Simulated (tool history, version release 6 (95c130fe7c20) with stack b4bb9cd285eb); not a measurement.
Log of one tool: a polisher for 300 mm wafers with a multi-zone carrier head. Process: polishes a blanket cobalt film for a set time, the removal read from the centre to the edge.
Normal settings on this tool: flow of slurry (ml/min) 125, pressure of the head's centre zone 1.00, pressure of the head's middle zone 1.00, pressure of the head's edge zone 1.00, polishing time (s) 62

| run | hour | flow of slurry (ml/min) | pressure of the head's centre zone | pressure of the head's middle zone | pressure of the head's edge zone | polishing time (s) | wafers since the last listed run | wafers polished on this pad | hours since the slurry nozzle was cleaned | hours since the centre zone pressure was calibrated | hours since the edge zone pressure was calibrated | hours since the carrier head's membrane was replaced | incoming thickness of the incoming film, nm | film removed at the wafer's centre (Å) | film removed at mid-radius (Å) | film removed at the wafer's edge (Å) |
|---|---|---|---|---|---|---|---|---|---|---|---|---|---|---|---|---|
| 1 | 0.0 | 165 | 0.90 | 1.00 | 1.00 | 62 | 0 | 5558 | 25.4 | 687.8 | 689.2 | 645.1 | 1141.3 | 3404 | 3708 | 3623 |
|  | 62.8 | carrier head's membrane replaced by a new one |
| 2 | 95.2 | 155 | 1.00 | 1.00 | 1.00 | 55 | 1354 | 6912 | 120.6 | 783.0 | 784.4 | 32.4 | 1162.5 | 3199 | 3231 | 3090 |
|  | 103.0 | edge zone pressure recalibrated |
| 3 | 176.6 | 125 | 1.00 | 1.00 | 1.00 | 62 | 1192 | 8105 | 202.0 | 864.4 | 73.6 | 113.8 | 1159.6 | 3438 | 3532 | 3420 |
| 4 | 230.3 | 125 | 1.00 | 1.00 | 1.09 | 45 | 806 | 8911 | 255.7 | 918.1 | 127.3 | 167.5 | 1166.3 | 2538 | 2482 | 2558 |
|  | 266.1 | worn pad replaced by a new one |
| 5 | 294.7 | 160 | 0.91 | 1.00 | 1.00 | 62 | 907 | 429 | 320.1 | 982.5 | 191.7 | 231.9 | 1163.6 | 3318 | 3657 | 3510 |
| 6 | 351.6 | 125 | 1.09 | 1.06 | 0.96 | 54 | 854 | 1283 | 377.0 | 1039.4 | 248.6 | 288.8 | 1160.4 | 3171 | 3108 | 2867 |
| 7 | 431.7 | 125 | 1.00 | 1.00 | 1.00 | 62 | 1202 | 2486 | 457.1 | 1119.5 | 328.7 | 368.9 | 1167.4 | 3368 | 3299 | 3296 |
| 8 | 509.5 | 125 | 1.00 | 1.00 | 1.00 | 62 | 1168 | 3654 | 534.9 | 1197.3 | 406.5 | 446.7 | 1161.5 | 3267 | 3264 | 3293 |
| 9 | 601.0 | 125 | 1.00 | 1.00 | 1.00 | 62 | 1374 | 5028 | 626.4 | 1288.8 | 498.0 | 538.2 | 1163.1 | 3214 | 3277 | 3253 |
|  | 622.5 | centre zone pressure recalibrated |
|  | 644.6 | slurry nozzle cleaned |
| 10 | 685.9 | 125 | 1.00 | 1.06 | 1.00 | 62 | 1229 | 6258 | 41.3 | 63.4 | 582.9 | 623.1 | 1160.0 | 3449 | 3695 | 3367 |
|  | 794.9 | carrier head's membrane replaced by a new one |
| 11 | 795.4 | 125 | 0.92 | 1.08 | 1.05 | 62 | 1569 | 7827 | 150.8 | 172.9 | 692.4 | 0.5 | 1155.5 | 3116 | 3759 | 3421 |
|  | 986.7 | edge zone pressure recalibrated |
| 12 | 1022.5 | 125 | 0.90 | 1.00 | 1.03 | 62 | 3380 | 11208 | 377.9 | 400.0 | 35.8 | 227.6 | 1161.8 | 3041 | 3308 | 3370 |
|  | 1032.4 | worn pad replaced by a new one |
| 13 | 1076.9 | 105 | 1.00 | 1.00 | 0.95 | 62 | 756 | 667 | 432.3 | 454.4 | 90.2 | 282.0 | 1160.5 | 3075 | 3177 | 3068 |
| 14 | 1143.0 | 150 | 1.00 | 1.04 | 1.00 | 62 | 992 | 1660 | 498.4 | 520.5 | 156.3 | 348.1 | 1169.6 | 3443 | 3638 | 3402 |
| 15 | 1226.1 | 125 | 1.00 | 1.00 | 1.00 | 70 | 1247 | 2908 | 581.5 | 603.6 | 239.4 | 431.2 | 1165.8 | 3627 | 3585 | 3661 |
| 16 | 1331.9 | 125 | 1.06 | 1.00 | 1.00 | 47 | 1588 | 4497 | 687.3 | 709.4 | 345.2 | 537.0 | 1162.0 | 2512 | 2365 | 2416 |
| 17 | 1432.5 | 125 | 1.00 | 1.00 | 1.00 | 62 | 1510 | 6007 | 787.9 | 810.0 | 445.8 | 637.6 | 1153.1 | 3041 | 3184 | 3167 |
|  | 1469.3 | carrier head's membrane replaced by a new one |
| 18 | 1472.1 | 125 | 1.00 | 1.00 | 1.00 | 44 | 519 | 6527 | 827.5 | 849.6 | 485.4 | 2.8 | 1163.6 | 2139 | 2184 | 2229 |
|  | 1482.3 | slurry nozzle cleaned |
| 19 | 1514.4 | 125 | 1.00 | 1.00 | 1.10 | 72 | 620 | 7147 | 32.1 | 891.9 | 527.7 | 45.1 | 1157.2 | 4040 | 4139 | 4148 |
| 20 | 1580.3 | 105 | 1.00 | 1.00 | 1.00 | 62 | 989 | 8137 | 98.0 | 957.8 | 593.6 | 111.0 | 1136.2 | 3278 | 3431 | 3330 |
| 21 | 1682.8 | 125 | 1.00 | 1.00 | 1.00 | 56 | 1539 | 9676 | 200.5 | 1060.3 | 696.1 | 213.5 | 1148.0 | 3149 | 3070 | 3043 |

What if the next run were any one of these 5? Each begins from the tool's condition after run 21:
| A | 1683.2 | 125 | 1.00 | 1.00 | 1.00 | 62 | 6 | 9682 | 200.9 | 1060.7 | 696.5 | 213.9 | 1157.7 | ? | ? | ? |
| B | 1683.2 | 100 | 1.00 | 1.00 | 1.00 | 62 | 6 | 9682 | 200.9 | 1060.7 | 696.5 | 213.9 | 1157.7 | ? | ? | ? |
| C | 1683.2 | 125 | 1.00 | 0.97 | 1.10 | 62 | 6 | 9682 | 200.9 | 1060.7 | 696.5 | 213.9 | 1157.7 | ? | ? | ? |
| D | 1683.2 | 125 | 1.04 | 1.00 | 1.00 | 62 | 6 | 9682 | 200.9 | 1060.7 | 696.5 | 213.9 | 1157.7 | ? | ? | ? |
| E | 1683.2 | 125 | 1.06 | 1.04 | 1.03 | 40 | 6 | 9682 | 200.9 | 1060.7 | 696.5 | 213.9 | 1157.7 | ? | ? | ? |

| run | film removed at the wafer's centre (Å) | film removed at mid-radius (Å) | film removed at the wafer's edge (Å) |
|---|---|---|---|
| A | 3444 | 3462 | 3422 |
| B | 3177 | 3228 | 3264 |
| C | 3443 | 3373 | 3588 |
| D | 3583 | 3461 | 3422 |
| E | 2357 | 2308 | 2238 |
With no hidden state in the tool, these same runs would have given:
| run | film removed at the wafer's centre (Å) | film removed at mid-radius (Å) | film removed at the wafer's edge (Å) |
|---|---|---|---|
| A | 3541 | 3547 | 3481 |
| B | 3292 | 3328 | 3332 |
| C | 3540 | 3457 | 3650 |
| D | 3683 | 3546 | 3481 |
| E | 2423 | 2365 | 2277 |
